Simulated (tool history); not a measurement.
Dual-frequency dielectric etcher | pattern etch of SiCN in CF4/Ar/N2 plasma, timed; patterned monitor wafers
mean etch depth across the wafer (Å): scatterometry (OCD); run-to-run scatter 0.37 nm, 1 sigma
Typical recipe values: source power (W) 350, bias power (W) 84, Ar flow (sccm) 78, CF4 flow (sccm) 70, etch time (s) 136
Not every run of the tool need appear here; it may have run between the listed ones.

run     day  source power (W)  bias power (W)  Ar flow (sccm)  CF4 flow (sccm)  etch time (s)  wafers since the last listed run  hours since the last wet clean  hours since the last source power generator calibration  hours since the last bias power generator calibration  hours since the last Ar flow controller change  hours since the last CF4 flow controller change  hours since the last upper electrode change  hours since the gauge calibration  read-back reference wafer on the same gauge, depth_nm  mean etch depth across the wafer (Å)
  1       0               350              84              78               59            110                                 0                            25.1                                                     58.8                                                  213.4                                          2280.1                                            199.8                                        682.4                             1490.8                                                  113.1                                   871
  2   2.121               430             104              78               70            136                               458                              76                                                    109.7                                                  264.3                                            2331                                            250.7                                        733.3                             1541.7                                                    113                                  1443
  3   4.608               350              93              97               87            159                               537                           135.7                                                    169.4                                                    324                                          2390.7                                            310.4                                          793                             1601.4                                                    113                                  1328
  4   7.308               350              84              78               70            136                               583                           200.5                                                    234.2                                                  388.8                                          2455.5                                            375.2                                        857.8                             1666.2                                                    113                                  1113
     10.308  -- Ar flow controller replaced
  5  10.762               350              84              78               70            136                               692                           283.4                                                    317.1                                                  471.7                                            10.9                                            458.1                                        940.7                             1749.1                                                    113                                  1094
  6  12.492               350              74              70               58            168                               373                           324.9                                                    358.6                                                  513.2                                            52.4                                            499.6                                        982.2                             1790.6                                                    113                                  1283
  7  15.208               350              84              78               59            136                               586                           390.1                                                    423.8                                                  578.4                                           117.6                                            564.8                                       1047.4                             1855.8                                                  112.9                                  1071
  8  18.196               350              84              78               70            136                               645                           461.8                                                    495.5                                                  650.1                                           189.3                                            636.5                                       1119.1                             1927.5                                                    113                                  1095
  9  22.071               350              84              70               70            136                               837                           554.8                                                    588.5                                                  743.1                                           282.3                                            729.5                                       1212.1                             2020.5                                                  112.9                                  1108
     26.229  -- wet clean of the chamber
 10   26.25               310              84              70               53            136                               686                             0.5                                                    688.8                                                  843.4                                           382.6                                            829.8                                       1312.4                             2120.8                                                    113                                   948
 11  28.208               350              84              78               60            136                               423                            47.5                                                    735.8                                                  890.4                                           429.6                                            876.8                                       1359.4                             2167.8                                                  112.9                                  1076
     28.408  -- gauge calibrated
 12   31.95               350              96              78               77            172                               808                           137.3                                                    825.6                                                  980.2                                           519.4                                            966.6                                       1449.2                                 85                                                  113.1                                  1458
 13  40.125               350              84              78               60            136                              1766                           333.5                                                   1021.8                                                 1176.4                                           715.6                                           1162.8                                       1645.4                              281.2                                                    113                                  1081
 14  43.779               350              72              78               70            136                               789                           421.2                                                   1109.5                                                 1264.1                                           803.3                                           1250.5                                       1733.1                              368.9                                                    113                                  1063
 15   45.95               430              84              67               70            136                               468                           473.3                                                   1161.6                                                 1316.2                                           855.4                                           1302.6                                       1785.2                                421                                                    113                                  1384
 16  47.804               270              84              96               80            136                               400                           517.8                                                   1206.1                                                 1360.7                                           899.9                                           1347.1                                       1829.7                              465.5                                                    113                                   841
 17  49.538               350              84              78               70            136                               374                           559.4                                                   1247.7                                                 1402.3                                           941.5                                           1388.7                                       1871.3                              507.1                                                    113                                  1111
     52.758  -- wet clean of the chamber
 18  53.071               420              66              78               70            136                               547                             7.5                                                   1332.5                                                 1487.1                                          1026.3                                           1473.5                                       1956.1                              591.9                                                  113.1                                  1251
 19  54.712               260             102              62               70          101.5                               354                            46.9                                                   1371.9                                                 1526.5                                          1065.7                                           1512.9                                       1995.5                              631.3                                                    113                                   674
 20  57.829               350              70              78               70            136                               673                           121.7                                                   1446.7                                                 1601.3                                          1140.5                                           1587.7                                       2070.3                              706.1                                                  113.1                                  1072

Predict each of these 5 candidate next runs independently; none follows another, all start after run 20:
  A  57.85               350              84              78               70            168                                 4                           122.2                                                   1447.2                                                 1601.8                                            1141                                           1588.2                                       2070.8                              706.6                                                      ?                                     ?
  B  57.85               440              84              78               64            110                                 4                           122.2                                                   1447.2                                                 1601.8                                            1141                                           1588.2                                       2070.8                              706.6                                                      ?                                     ?
  C  57.85               310              84              78               64            136                                 4                           122.2                                                   1447.2                                                 1601.8                                            1141                                           1588.2                                       2070.8                              706.6                                                      ?                                     ?
  D  57.85               350              66              78               70            136                                 4                           122.2                                                   1447.2                                                 1601.8                                            1141                                           1588.2                                       2070.8                              706.6                                                      ?                                     ?
  E  57.85               400             100              78               84            136                                 4                           122.2                                                   1447.2                                                 1601.8                                            1141                                           1588.2                                       2070.8                              706.6                                                      ?                                     ?

run  read-back reference wafer on the same gauge, depth_nm  mean etch depth across the wafer (Å)
  A                                                    113                                  1380
  B                                                    113                                  1118
  C                                                    113                                   977
  D                                                    113                                  1044
  E                                                    113                                  1373
The same runs, with their run-to-run variation unchanged, on a tool lacking any hidden condition would have given:
run  mean etch depth across the wafer (Å)
  A                                  1340
  B                                  1086
  C                                   949
  D                                  1013
  E                                  1335
